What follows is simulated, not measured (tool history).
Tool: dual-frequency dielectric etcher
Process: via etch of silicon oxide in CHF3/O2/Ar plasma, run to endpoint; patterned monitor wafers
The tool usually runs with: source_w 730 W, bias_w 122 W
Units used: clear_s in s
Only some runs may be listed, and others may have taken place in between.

| run | hour | source_w | bias_w | incoming incoming film thickness, nm | clear_s |
|---|---|---|---|---|---|
| 1 | 0.0 | 800 | 114 | 565.9 | 308.3 |
| 2 | 12.0 | 730 | 122 | 567.4 | 322.1 |
| 3 | 28.1 | 730 | 122 | 568.9 | 321.9 |
| 4 | 38.5 | 830 | 122 | 568.0 | 300.6 |
| 5 | 49.8 | 730 | 122 | 568.2 | 320.3 |
| 6 | 63.5 | 730 | 122 | 568.2 | 322.3 |
| 7 | 73.7 | 730 | 122 | 567.4 | 321.8 |
| 8 | 88.2 | 830 | 138 | 569.9 | 297.1 |
| 9 | 94.3 | 770 | 122 | 574.6 | 321.4 |
| 10 | 101.8 | 770 | 122 | 568.3 | 316.1 |
| 11 | 117.8 | 620 | 105 | 567.0 | 362.6 |
| 12 | 127.8 | 820 | 122 | 560.2 | 300.0 |
| 13 | 138.3 | 730 | 132 | 567.8 | 320.6 |
| 14 | 151.9 | 820 | 135 | 564.9 | 300.8 |
| 15 | 169.0 | 850 | 122 | 573.6 | 305.6 |
| 16 | 179.1 | 810 | 151 | 566.7 | 294.7 |
| 17 | 187.7 | 780 | 96 | 569.3 | 333.8 |
|  | 216.0 | bias power generator calibrated |
|  | 226.7 | wet clean of the chamber |
| 18 | 227.2 | 630 | 152 | 569.2 | 317.2 |
| 19 | 227.6 | 820 | 135 | 569.9 | 290.4 |
| 20 | 229.1 | 550 | 143 | 569.1 | 341.0 |
| 21 | 247.1 | 640 | 138 | 571.4 | 326.7 |
|  | 271.7 | upper electrode replaced |
|  | 274.5 | source power generator calibrated |
| 22 | 275.0 | 590 | 122 | 567.1 | 350.4 |
| 23 | 275.4 | 620 | 105 | 570.8 | 350.0 |
| 24 | 275.8 | 560 | 132 | 566.4 | 348.6 |
| 25 | 286.5 | 730 | 122 | 568.8 | 314.2 |
| 26 | 294.7 | 560 | 104 | 563.5 | 365.6 |
| 27 | 304.5 | 670 | 104 | 563.4 | 338.3 |
| 28 | 320.5 | 590 | 122 | 563.0 | 348.2 |
| 29 | 335.3 | 730 | 109 | 569.4 | 321.1 |
| 30 | 345.0 | 830 | 135 | 579.2 | 294.1 |
| 31 | 356.7 | 730 | 145 | 571.5 | 305.1 |
| 32 | 366.9 | 910 | 132 | 567.5 | 279.9 |
| 33 | 380.6 | 870 | 143 | 573.7 | 284.8 |
| 34 | 391.1 | 830 | 111 | 564.8 | 301.6 |
| 35 | 402.9 | 560 | 103 | 569.9 | 376.9 |

4 options for the next run, each taken on its own from the tool as it stands now. Forecast them:
| A | 403.4 | 730 | 122 | 565.1 | ? |
| B | 403.4 | 580 | 114 | 565.1 | ? |
| C | 403.4 | 630 | 150 | 565.1 | ? |
| D | 403.4 | 730 | 93 | 565.1 | ? |

| run | clear_s |
|---|---|
| A | 314.9 |
| B | 358.7 |
| C | 322.7 |
| D | 333.1 |
Stripped of hidden state, with their random variation kept, the same runs would have yielded:
| run | clear_s |
|---|---|
| A | 309.3 |
| B | 352.4 |
| C | 317.0 |
| D | 327.2 |
